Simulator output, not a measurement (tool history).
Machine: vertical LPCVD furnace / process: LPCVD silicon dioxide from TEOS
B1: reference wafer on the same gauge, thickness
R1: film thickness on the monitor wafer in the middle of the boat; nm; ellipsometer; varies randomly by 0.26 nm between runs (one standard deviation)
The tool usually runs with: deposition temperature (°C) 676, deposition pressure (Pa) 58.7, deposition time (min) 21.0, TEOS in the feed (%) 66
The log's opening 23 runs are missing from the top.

{"run": 24, "hour": 1273.7, "deposition temperature (°C)": 676, "deposition pressure (Pa)": 58.7, "deposition time (min)": 28.5, "TEOS in the feed (%)": 66, "B1": 83.0, "R1": 120.19}
{"run": 25, "hour": 1341.9, "deposition temperature (°C)": 679, "deposition pressure (Pa)": 58.7, "deposition time (min)": 15.5, "TEOS in the feed (%)": 66, "B1": 82.97, "R1": 70.06}
{"run": 26, "hour": 1388.6, "deposition temperature (°C)": 681, "deposition pressure (Pa)": 66.0, "deposition time (min)": 21.0, "TEOS in the feed (%)": 66, "B1": 82.94, "R1": 105.94}
{"run": 27, "hour": 1453.0, "deposition temperature (°C)": 676, "deposition pressure (Pa)": 54.0, "deposition time (min)": 27.0, "TEOS in the feed (%)": 73, "B1": 83.02, "R1": 114.4}
{"run": 28, "hour": 1498.2, "deposition temperature (°C)": 676, "deposition pressure (Pa)": 58.7, "deposition time (min)": 21.0, "TEOS in the feed (%)": 66, "B1": 82.96, "R1": 88.19}
{"run": 29, "hour": 1531.2, "deposition temperature (°C)": 679, "deposition pressure (Pa)": 58.7, "deposition time (min)": 15.5, "TEOS in the feed (%)": 66, "B1": 82.98, "R1": 70.02}
{"run": 30, "hour": 1578.2, "deposition temperature (°C)": 676, "deposition pressure (Pa)": 58.7, "deposition time (min)": 16.5, "TEOS in the feed (%)": 72, "B1": 82.95, "R1": 72.53}
{"run": 31, "hour": 1646.6, "deposition temperature (°C)": 684, "deposition pressure (Pa)": 68.0, "deposition time (min)": 28.5, "TEOS in the feed (%)": 56, "B1": 82.98, "R1": 144.47}

What if the next run were any one of these 4? Each begins from the tool's condition after run 31:
{"run": "A", "hour": 1650.5, "deposition temperature (°C)": 676, "deposition pressure (Pa)": 58.7, "deposition time (min)": 21.0, "TEOS in the feed (%)": 66, "B1": "?", "R1": "?"}
{"run": "B", "hour": 1650.5, "deposition temperature (°C)": 676, "deposition pressure (Pa)": 54.7, "deposition time (min)": 21.0, "TEOS in the feed (%)": 61, "B1": "?", "R1": "?"}
{"run": "C", "hour": 1650.5, "deposition temperature (°C)": 676, "deposition pressure (Pa)": 58.7, "deposition time (min)": 13.5, "TEOS in the feed (%)": 75, "B1": "?", "R1": "?"}
{"run": "D", "hour": 1650.5, "deposition temperature (°C)": 676, "deposition pressure (Pa)": 54.0, "deposition time (min)": 29.0, "TEOS in the feed (%)": 66, "B1": "?", "R1": "?"}

run=A B1=83.02 R1=88.80
run=B B1=83.02 R1=82.41
run=C B1=83.02 R1=60.85
run=D B1=83.02 R1=117.65
Stripped of hidden state, with their random variation kept, the same runs would have yielded:
run=A R1=88.80
run=B R1=82.41
run=C R1=60.85
run=D R1=117.65

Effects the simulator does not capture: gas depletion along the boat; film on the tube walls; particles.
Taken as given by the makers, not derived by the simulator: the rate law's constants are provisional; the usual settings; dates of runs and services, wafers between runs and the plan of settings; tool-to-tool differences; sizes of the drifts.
